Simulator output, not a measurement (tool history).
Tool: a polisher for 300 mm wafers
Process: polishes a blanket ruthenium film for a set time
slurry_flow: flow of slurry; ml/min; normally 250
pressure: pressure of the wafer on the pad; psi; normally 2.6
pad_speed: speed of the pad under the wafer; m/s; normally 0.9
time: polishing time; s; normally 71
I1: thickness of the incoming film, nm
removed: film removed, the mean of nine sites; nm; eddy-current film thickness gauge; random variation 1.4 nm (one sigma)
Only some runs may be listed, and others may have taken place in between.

run 1 hour=0 | slurry_flow=250 pressure=2.6 pad_speed=0.9 time=71 | I1=320.2 | removed=107.8
-- hour=15.4 worn pad replaced by a new one
run 2 hour=61.1 | slurry_flow=250 pressure=2.6 pad_speed=0.9 time=71 | I1=315.2 | removed=106.5
run 3 hour=96.6 | slurry_flow=250 pressure=2.8 pad_speed=0.9 time=71 | I1=315.6 | removed=116
-- hour=160.8 slurry nozzle cleaned
run 4 hour=162.6 | slurry_flow=250 pressure=2.8 pad_speed=0.9 time=71 | I1=321 | removed=113.3
run 5 hour=200.9 | slurry_flow=250 pressure=2.8 pad_speed=0.9 time=71 | I1=321.6 | removed=112.9
-- hour=249.8 head pressure recalibrated
-- hour=262.4 worn pad replaced by a new one
run 6 hour=263.9 | slurry_flow=195 pressure=2.6 pad_speed=0.9 time=88 | I1=326.3 | removed=128.6
run 7 hour=335.7 | slurry_flow=195 pressure=2.6 pad_speed=0.9 time=88 | I1=318.8 | removed=129.5
run 8 hour=378.8 | slurry_flow=250 pressure=2.6 pad_speed=0.9 time=71 | I1=317.4 | removed=107.4
run 9 hour=443.3 | slurry_flow=250 pressure=2.6 pad_speed=0.9 time=71 | I1=319.1 | removed=107.3
run 10 hour=484.4 | slurry_flow=250 pressure=2.6 pad_speed=0.9 time=71 | I1=319.1 | removed=105
run 11 hour=526.5 | slurry_flow=250 pressure=2.6 pad_speed=0.9 time=71 | I1=315.9 | removed=105.5
-- hour=542.2 worn pad replaced by a new one
-- hour=560.2 head pressure recalibrated
run 12 hour=588.9 | slurry_flow=250 pressure=2.6 pad_speed=0.9 time=71 | I1=321.5 | removed=106.1
run 13 hour=619.6 | slurry_flow=250 pressure=2.6 pad_speed=0.9 time=71 | I1=317.6 | removed=106.5
run 14 hour=688.4 | slurry_flow=250 pressure=2.6 pad_speed=0.9 time=71 | I1=314 | removed=106.9
-- hour=713.5 slurry nozzle cleaned
run 15 hour=720.4 | slurry_flow=165 pressure=1.9 pad_speed=0.9 time=71 | I1=317.9 | removed=74.4
run 16 hour=760.5 | slurry_flow=250 pressure=2.6 pad_speed=0.9 time=71 | I1=316.6 | removed=108.7
-- hour=777.6 worn pad replaced by a new one
run 17 hour=828.5 | slurry_flow=295 pressure=2.4 pad_speed=1.16 time=90 | I1=324.5 | removed=162.5
run 18 hour=858 | slurry_flow=250 pressure=2.6 pad_speed=0.9 time=62 | I1=319.7 | removed=94.1
run 19 hour=919.8 | slurry_flow=250 pressure=2.6 pad_speed=0.9 time=71 | I1=321.9 | removed=106.7
-- hour=959 head pressure recalibrated
run 20 hour=983.1 | slurry_flow=170 pressure=2.9 pad_speed=1.16 time=95 | I1=320.8 | removed=191.1
run 21 hour=1037 | slurry_flow=205 pressure=3.2 pad_speed=0.9 time=71 | I1=318.5 | removed=132.4
-- hour=1088.3 worn pad replaced by a new one
run 22 hour=1095.3 | slurry_flow=180 pressure=3.3 pad_speed=0.68 time=90 | I1=319.9 | removed=126.6
-- hour=1130 slurry nozzle cleaned
run 23 hour=1160.3 | slurry_flow=250 pressure=2.6 pad_speed=0.9 time=71 | I1=317.3 | removed=108.6
run 24 hour=1231.7 | slurry_flow=250 pressure=2.6 pad_speed=1.14 time=71 | I1=320.6 | removed=134
run 25 hour=1259.5 | slurry_flow=335 pressure=2.1 pad_speed=0.7 time=71 | I1=320.3 | removed=68.4
run 26 hour=1285.7 | slurry_flow=250 pressure=2.9 pad_speed=0.62 time=71 | I1=319.4 | removed=85.2
-- hour=1304.3 head pressure recalibrated
run 27 hour=1324.9 | slurry_flow=250 pressure=2.2 pad_speed=0.9 time=71 | I1=320.3 | removed=88.2
run 28 hour=1374.8 | slurry_flow=250 pressure=2.6 pad_speed=1.06 time=71 | I1=321.5 | removed=121.3

Forecast each of these 5 alternatives for the next run:
run A hour=1375.2 | slurry_flow=250 pressure=2.6 pad_speed=0.9 time=58 | I1=325.7 | removed=?
run B hour=1375.2 | slurry_flow=295 pressure=2.3 pad_speed=0.9 time=71 | I1=325.7 | removed=?
run C hour=1375.2 | slurry_flow=195 pressure=3.4 pad_speed=1.16 time=65 | I1=325.7 | removed=?
run D hour=1375.2 | slurry_flow=325 pressure=2.6 pad_speed=0.66 time=71 | I1=325.7 | removed=?
run E hour=1375.2 | slurry_flow=215 pressure=2.6 pad_speed=0.72 time=71 | I1=325.7 | removed=?

run=A removed=86.8
run=B removed=95.4
run=C removed=157.8
run=D removed=81
run=E removed=84.5
With no hidden state in the tool, these same runs would have given:
run=A removed=86.8
run=B removed=95.4
run=C removed=157.8
run=D removed=81
run=E removed=84.5
